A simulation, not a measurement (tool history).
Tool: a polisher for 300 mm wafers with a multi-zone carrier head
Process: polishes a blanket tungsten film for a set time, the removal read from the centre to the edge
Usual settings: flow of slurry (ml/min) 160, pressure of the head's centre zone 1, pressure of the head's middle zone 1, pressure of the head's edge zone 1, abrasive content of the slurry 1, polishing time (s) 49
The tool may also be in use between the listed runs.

| run | hour | flow of slurry (ml/min) | pressure of the head's centre zone | pressure of the head's middle zone | pressure of the head's edge zone | abrasive content of the slurry | polishing time (s) | incoming thickness of the incoming film, nm | film removed at the wafer's centre (Å) | film removed at mid-radius (Å) | film removed at the wafer's edge (Å) |
|---|---|---|---|---|---|---|---|---|---|---|---|
| 1 | 0 | 160 | 1 | 1 | 1 | 1 | 49 | 1303.1 | 1855 | 2015 | 2061 |
| 2 | 53.5 | 160 | 1 | 0.96 | 1 | 1.2 | 49 | 1266.5 | 1921 | 2008 | 2222 |
| 3 | 80.3 | 160 | 1 | 1 | 1 | 1 | 49 | 1277.6 | 1816 | 2010 | 2113 |
| 4 | 146.6 | 160 | 1 | 1.07 | 1 | 0.9 | 49 | 1282.9 | 1791 | 2088 | 2037 |
| 5 | 198.8 | 160 | 1 | 1.07 | 1 | 0.9 | 49 | 1276.7 | 1814 | 2060 | 2062 |
| 6 | 265.8 | 160 | 1 | 1.07 | 1 | 0.9 | 49 | 1295.3 | 1989 | 2076 | 2071 |
| 7 | 289.8 | 110 | 1 | 1 | 1 | 0.75 | 49 | 1298.9 | 1735 | 1714 | 1910 |
| 8 | 343.2 | 200 | 1.08 | 0.95 | 1 | 1 | 65 | 1300.7 | 2929 | 2648 | 2883 |
| 9 | 388.4 | 160 | 1.07 | 0.91 | 1 | 1.25 | 43 | 1272.9 | 1926 | 1712 | 1941 |
| 10 | 439.5 | 140 | 1 | 1 | 1 | 0.9 | 49 | 1282 | 1851 | 1878 | 2047 |
| 11 | 502.5 | 160 | 1 | 1 | 1 | 1 | 49 | 1263.4 | 1914 | 2009 | 2121 |
| 12 | 538.9 | 160 | 1 | 0.96 | 1 | 1.2 | 49 | 1295.6 | 1979 | 2027 | 2237 |
| 13 | 568.9 | 160 | 1 | 1 | 1 | 1.3 | 49 | 1273.3 | 2036 | 2160 | 2171 |
| 14 | 622.1 | 205 | 1 | 0.96 | 1.04 | 1 | 57 | 1293.7 | 2306 | 2357 | 2583 |
| 15 | 666.3 | 105 | 1 | 0.94 | 1 | 1 | 49 | 1292.2 | 1707 | 1720 | 1982 |
| 16 | 825 | 160 | 1.08 | 1 | 1 | 1.25 | 49 | 1260.2 | 2117 | 2095 | 2258 |
| 17 | 854.3 | 160 | 1 | 1 | 1 | 1 | 49 | 1283.6 | 1879 | 2028 | 2125 |
| 18 | 923.8 | 160 | 1 | 1 | 1 | 1 | 49 | 1280.6 | 1870 | 2032 | 2146 |
| 19 | 949.4 | 160 | 1 | 1 | 1 | 1 | 49 | 1277.8 | 1885 | 1985 | 2112 |
| 20 | 1014.1 | 160 | 1 | 1.06 | 1 | 1 | 57 | 1306.8 | 2169 | 2402 | 2425 |
| 21 | 1063 | 160 | 1 | 1.07 | 1 | 0.9 | 49 | 1285.1 | 1840 | 2143 | 2083 |
| 22 | 1119.3 | 160 | 0.96 | 0.97 | 0.92 | 1 | 49 | 1277.9 | 1800 | 1919 | 2031 |

Taken out of this log: 11 entries between the listed runs. Where each belongs, and how the hidden state differs across it:
Between runs 1 and 2: slurry nozzle cleaned (hour 16.7)
  deviation of the centre zone's pressure from its setpoint, %: -8.14 -> -8.29
  measured less the result without the state, film removed at the wafer's centre (Å): -166 -> -175
Between runs 3 and 4: edge zone pressure recalibrated (hour 127)
  deviation of the centre zone's pressure from its setpoint, %: -8.35 -> -8.49
  measured less the result without the state, film removed at the wafer's centre (Å): -167 -> -168
Between runs 5 and 6: centre zone pressure recalibrated (hour 263)
  deviation of the centre zone's pressure from its setpoint, %: -8.58 -> 0.944
  measured less the result without the state, film removed at the wafer's centre (Å): -171 -> +19
Between runs 8 and 9: worn pad replaced by a new one (hour 363.7); slurry nozzle cleaned (hour 379.5)
  deviation of the centre zone's pressure from its setpoint, %: -0.917 -> -1.8
  measured less the result without the state, film removed at the wafer's centre (Å): -27 -> -35
Between runs 10 and 11: carrier head's membrane replaced by a new one (hour 462.5)
  deviation of the centre zone's pressure from its setpoint, %: -2.66 -> -3.54
  measured less the result without the state, film removed at the wafer's centre (Å): -51 -> -71
Between runs 15 and 16: slurry nozzle cleaned (hour 711.4); worn pad replaced by a new one (hour 720.6)
  deviation of the centre zone's pressure from its setpoint, %: -5.13 -> -6.03
  measured less the result without the state, film removed at the wafer's centre (Å): -93 -> -136
Between runs 19 and 20: slurry nozzle cleaned (hour 1012)
  deviation of the centre zone's pressure from its setpoint, %: -6.48 -> -6.65
  measured less the result without the state, film removed at the wafer's centre (Å): -132 -> -155
Between runs 21 and 22: carrier head's membrane replaced by a new one (hour 1076.5); worn pad replaced by a new one (hour 1104.3)
  deviation of the centre zone's pressure from its setpoint, %: -6.75 -> -6.86
  measured less the result without the state, film removed at the wafer's centre (Å): -135 -> -134
